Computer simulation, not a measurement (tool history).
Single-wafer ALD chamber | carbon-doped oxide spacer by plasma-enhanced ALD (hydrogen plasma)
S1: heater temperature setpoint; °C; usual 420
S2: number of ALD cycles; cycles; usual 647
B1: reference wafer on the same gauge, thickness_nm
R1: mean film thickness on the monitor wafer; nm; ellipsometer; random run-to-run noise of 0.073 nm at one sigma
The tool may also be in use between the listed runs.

run 1 hour=0.0 | S1=420 S2=647 | B1=30.503 | R1=28.631
run 2 hour=10.0 | S1=420 S2=647 | B1=30.506 | R1=28.589
run 3 hour=25.1 | S1=420 S2=647 | B1=30.504 | R1=28.701
run 4 hour=32.4 | S1=420 S2=647 | B1=30.489 | R1=28.574
run 5 hour=78.5 | S1=420 S2=647 | B1=30.504 | R1=28.662
run 6 hour=91.9 | S1=420 S2=687 | B1=30.500 | R1=30.436
run 7 hour=103.0 | S1=420 S2=647 | B1=30.502 | R1=28.524
run 8 hour=120.4 | S1=420 S2=647 | B1=30.496 | R1=28.577
run 9 hour=132.0 | S1=420 S2=647 | B1=30.506 | R1=28.690
run 10 hour=138.6 | S1=413 S2=703 | B1=30.498 | R1=31.907
run 11 hour=147.2 | S1=413 S2=703 | B1=30.499 | R1=31.940
run 12 hour=181.3 | S1=415 S2=647 | B1=30.515 | R1=29.143
run 13 hour=194.0 | S1=415 S2=647 | B1=30.493 | R1=29.091
run 14 hour=211.2 | S1=415 S2=647 | B1=30.502 | R1=29.192
run 15 hour=224.4 | S1=420 S2=647 | B1=30.503 | R1=28.657
run 16 hour=231.3 | S1=420 S2=647 | B1=30.497 | R1=28.548
-- hour=242.8 thermocouple changed; heater temperature recalibrated
run 17 hour=244.0 | S1=420 S2=647 | B1=30.495 | R1=29.167
run 18 hour=259.7 | S1=420 S2=647 | B1=30.505 | R1=29.231
run 19 hour=268.8 | S1=420 S2=647 | B1=30.515 | R1=29.143
run 20 hour=284.1 | S1=420 S2=647 | B1=30.497 | R1=29.212
run 21 hour=296.2 | S1=420 S2=728 | B1=30.501 | R1=32.825
run 22 hour=308.9 | S1=420 S2=748 | B1=30.507 | R1=33.567
run 23 hour=325.6 | S1=420 S2=748 | B1=30.495 | R1=33.624
run 24 hour=334.8 | S1=434 S2=721 | B1=30.505 | R1=30.807
run 25 hour=351.3 | S1=430 S2=557 | B1=30.512 | R1=24.188
run 26 hour=368.2 | S1=420 S2=647 | B1=30.502 | R1=28.967

For run 27, what comes out?
run 27 hour=377.6 | S1=431 S2=546 | B1=? | R1=?

{"run 27": {"B1": 30.491, "R1": 23.481}}
If the tool had no hidden condition, the same run with the same run-to-run variation would have returned R1 23.623 nm.

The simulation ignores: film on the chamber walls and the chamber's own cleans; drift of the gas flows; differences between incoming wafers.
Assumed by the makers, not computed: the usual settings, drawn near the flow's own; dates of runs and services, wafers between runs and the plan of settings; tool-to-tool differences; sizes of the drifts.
